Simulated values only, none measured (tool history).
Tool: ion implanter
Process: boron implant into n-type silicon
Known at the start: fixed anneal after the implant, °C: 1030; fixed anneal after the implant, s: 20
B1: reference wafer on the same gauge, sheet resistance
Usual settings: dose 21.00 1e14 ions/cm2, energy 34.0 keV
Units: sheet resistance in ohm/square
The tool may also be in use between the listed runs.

run 1 day=0.000 | dose=18.24 energy=28.5 | B1=56.09 | sheet_resistance=66.74
run 2 day=1.900 | dose=18.24 energy=28.5 | B1=56.13 | sheet_resistance=66.94
run 3 day=3.617 | dose=21.00 energy=34.0 | B1=56.09 | sheet_resistance=58.60
run 4 day=7.071 | dose=21.00 energy=34.0 | B1=56.10 | sheet_resistance=58.71
run 5 day=10.996 | dose=21.00 energy=26.5 | B1=56.11 | sheet_resistance=61.20
run 6 day=15.154 | dose=21.00 energy=26.5 | B1=56.10 | sheet_resistance=61.30
run 7 day=18.079 | dose=21.00 energy=26.5 | B1=56.08 | sheet_resistance=61.46
run 8 day=21.221 | dose=24.10 energy=34.0 | B1=56.11 | sheet_resistance=53.43
-- day=24.125 Faraday cup replaced and dose calibrated
run 9 day=25.021 | dose=24.10 energy=34.0 | B1=56.10 | sheet_resistance=53.16
run 10 day=28.229 | dose=24.24 energy=34.0 | B1=56.11 | sheet_resistance=52.94
run 11 day=29.975 | dose=21.00 energy=34.0 | B1=56.07 | sheet_resistance=58.73
-- day=31.496 extraction supply calibrated
run 12 day=33.004 | dose=21.00 energy=34.0 | B1=56.08 | sheet_resistance=58.64
run 13 day=34.792 | dose=21.00 energy=34.0 | B1=56.12 | sheet_resistance=58.84
run 14 day=38.929 | dose=21.00 energy=34.0 | B1=56.13 | sheet_resistance=58.76
run 15 day=43.042 | dose=21.00 energy=34.0 | B1=56.08 | sheet_resistance=58.92
run 16 day=46.888 | dose=21.00 energy=28.5 | B1=56.11 | sheet_resistance=60.64
run 17 day=49.446 | dose=21.00 energy=27.0 | B1=56.11 | sheet_resistance=61.44
run 18 day=51.942 | dose=21.00 energy=30.5 | B1=56.09 | sheet_resistance=60.01
run 19 day=54.075 | dose=25.50 energy=34.0 | B1=56.07 | sheet_resistance=51.51
-- day=55.688 Faraday cup replaced and dose calibrated
run 20 day=57.367 | dose=21.00 energy=34.0 | B1=56.11 | sheet_resistance=58.28
run 21 day=59.296 | dose=22.76 energy=39.5 | B1=56.13 | sheet_resistance=53.83
-- day=60.633 gauge calibrated
run 22 day=63.088 | dose=17.32 energy=29.0 | B1=56.13 | sheet_resistance=69.32
run 23 day=64.646 | dose=21.00 energy=43.5 | B1=56.06 | sheet_resistance=56.59
run 24 day=68.521 | dose=22.61 energy=34.0 | B1=56.10 | sheet_resistance=55.36
run 25 day=70.692 | dose=15.52 energy=28.0 | B1=56.10 | sheet_resistance=76.13
run 26 day=74.833 | dose=24.10 energy=34.0 | B1=56.09 | sheet_resistance=52.95
run 27 day=77.171 | dose=21.00 energy=25.5 | B1=56.09 | sheet_resistance=61.57
run 28 day=79.550 | dose=21.00 energy=34.0 | B1=56.13 | sheet_resistance=58.79
run 29 day=83.067 | dose=15.94 energy=34.0 | B1=56.08 | sheet_resistance=73.46
-- day=86.067 Faraday cup replaced and dose calibrated
run 30 day=86.329 | dose=26.15 energy=23.5 | B1=56.09 | sheet_resistance=55.04
run 31 day=87.992 | dose=17.57 energy=41.0 | B1=56.10 | sheet_resistance=66.32
run 32 day=90.250 | dose=23.88 energy=34.0 | B1=56.10 | sheet_resistance=53.42
run 33 day=92.508 | dose=21.00 energy=34.0 | B1=56.09 | sheet_resistance=58.64
run 34 day=96.038 | dose=21.00 energy=34.0 | B1=56.08 | sheet_resistance=58.58
run 35 day=98.150 | dose=16.67 energy=39.5 | B1=56.07 | sheet_resistance=69.65
run 36 day=100.088 | dose=21.00 energy=34.0 | B1=56.09 | sheet_resistance=58.76
run 37 day=102.979 | dose=17.89 energy=43.0 | B1=56.12 | sheet_resistance=65.23

4 ways to go on from here, each from the tool as it stands after run 37. What would each give?
run A day=102.996 | dose=15.03 energy=34.0 | B1=? | sheet_resistance=?
run B day=102.996 | dose=18.06 energy=34.0 | B1=? | sheet_resistance=?
run C day=102.996 | dose=14.99 energy=45.0 | B1=? | sheet_resistance=?
run D day=102.996 | dose=23.06 energy=25.0 | B1=? | sheet_resistance=?

run=A B1=56.13 sheet_resistance=76.84
run=B B1=56.13 sheet_resistance=66.00
run=C B1=56.13 sheet_resistance=75.43
run=D B1=56.13 sheet_resistance=58.14
Without the tool's hidden state the same runs would have given:
run=A sheet_resistance=76.55
run=B sheet_resistance=65.77
run=C sheet_resistance=75.14
run=D sheet_resistance=57.98
